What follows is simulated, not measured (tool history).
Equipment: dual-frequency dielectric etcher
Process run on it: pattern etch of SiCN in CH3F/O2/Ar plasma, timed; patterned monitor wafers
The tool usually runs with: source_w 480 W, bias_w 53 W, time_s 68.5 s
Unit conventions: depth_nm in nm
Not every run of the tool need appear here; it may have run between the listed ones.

run,day,source_w,bias_w,time_s,wafers since the last listed run,hours since the last wet clean,hours since the last source power generator calibration,hours since the last bias power generator calibration,hours since the last upper electrode change,hours since the gauge calibration,"read-back reference wafer on the same gauge, depth_nm",depth_nm
1,0.000,480,53,68.5,0,166.0,2669.6,4445.0,4641.5,288.3,22.50,22.09
2,0.925,480,62,68.5,222,188.2,2691.8,4467.2,4663.7,310.5,22.49,23.28
3,1.854,480,62,68.5,223,210.5,2714.1,4489.5,4686.0,332.8,22.51,23.37
4,2.979,480,45,57.5,270,237.5,2741.1,4516.5,4713.0,359.8,22.50,17.44
5,4.121,480,53,68.5,274,264.9,2768.5,4543.9,4740.4,387.2,22.50,22.10
6,5.562,480,53,68.5,346,299.5,2803.1,4578.5,4775.0,421.8,22.49,22.06
7,6.367,480,53,68.5,193,318.8,2822.4,4597.8,4794.3,441.1,22.51,21.85
8,7.800,480,53,81.5,344,353.2,2856.8,4632.2,4828.7,475.5,22.50,26.11
9,8.654,480,53,81.5,205,373.7,2877.3,4652.7,4849.2,496.0,22.49,26.15
10,9.342,480,53,68.5,165,390.2,2893.8,4669.2,4865.7,512.5,22.50,21.90
11,10.475,480,53,68.5,272,417.4,2921.0,4696.4,4892.9,539.7,22.50,21.95
12,11.617,480,53,68.5,274,444.8,2948.4,4723.8,4920.3,567.1,22.50,21.82
13,12.704,480,53,68.5,261,470.9,2974.5,4749.9,4946.4,593.2,22.49,21.98
14,13.679,480,53,68.5,234,494.3,2997.9,4773.3,4969.8,616.6,22.51,21.82
# day 14.800: source power generator calibrated
# day 14.812: wet clean of the chamber
15,15.088,480,53,58.5,295,6.6,6.9,4807.1,5003.6,650.4,22.51,19.13
16,16.529,480,57,80.0,346,41.2,41.5,4841.7,5038.2,685.0,22.50,26.61
# day 18.679: upper electrode replaced
17,20.250,480,53,74.5,654,130.5,130.8,4931.0,37.7,774.3,22.51,24.12
18,20.804,400,49,73.5,133,143.8,144.1,4944.3,51.0,787.6,22.50,21.20
# day 21.217: bias power generator calibrated
19,22.000,480,53,68.5,247,172.5,172.8,18.8,79.7,816.3,22.50,22.24
# day 22.825: gauge calibrated
20,23.296,480,53,68.5,311,203.6,203.9,49.9,110.8,11.3,22.51,22.16
21,24.500,480,53,68.5,289,232.5,232.8,78.8,139.7,40.2,22.50,22.10
22,25.854,570,58,50.0,325,265.0,265.3,111.3,172.2,72.7,22.51,18.12
23,27.125,450,60,56.5,305,295.5,295.8,141.8,202.7,103.2,22.49,18.43
24,28.304,480,49,68.5,283,323.8,324.1,170.1,231.0,131.5,22.50,21.48
25,29.525,510,53,77.0,293,353.1,353.4,199.4,260.3,160.8,22.50,25.52
26,30.854,520,48,50.5,319,385.0,385.3,231.3,292.2,192.7,22.50,16.22
27,32.292,520,48,50.5,345,419.5,419.8,265.8,326.7,227.2,22.50,16.33
28,33.038,590,45,81.0,179,437.4,437.7,283.7,344.6,245.1,22.48,27.20
29,33.692,480,53,68.5,157,453.1,453.4,299.4,360.3,260.8,22.50,21.94
30,35.000,480,60,74.5,314,484.5,484.8,330.8,391.7,292.2,22.49,24.90
31,36.012,480,62,57.5,243,508.8,509.1,355.1,416.0,316.5,22.49,19.45

Forecast each of these 3 alternatives for the next run:
A,36.029,480,58,68.5,4,509.2,509.5,355.5,416.4,316.9,?,?
B,36.029,440,59,89.0,4,509.2,509.5,355.5,416.4,316.9,?,?
C,36.029,420,63,48.5,4,509.2,509.5,355.5,416.4,316.9,?,?

run,"read-back reference wafer on the same gauge, depth_nm",depth_nm
A,22.50,22.52
B,22.50,28.22
C,22.50,15.38
Had the tool no hidden state, the same runs would have come out as:
run,depth_nm
A,22.94
B,28.75
C,15.67

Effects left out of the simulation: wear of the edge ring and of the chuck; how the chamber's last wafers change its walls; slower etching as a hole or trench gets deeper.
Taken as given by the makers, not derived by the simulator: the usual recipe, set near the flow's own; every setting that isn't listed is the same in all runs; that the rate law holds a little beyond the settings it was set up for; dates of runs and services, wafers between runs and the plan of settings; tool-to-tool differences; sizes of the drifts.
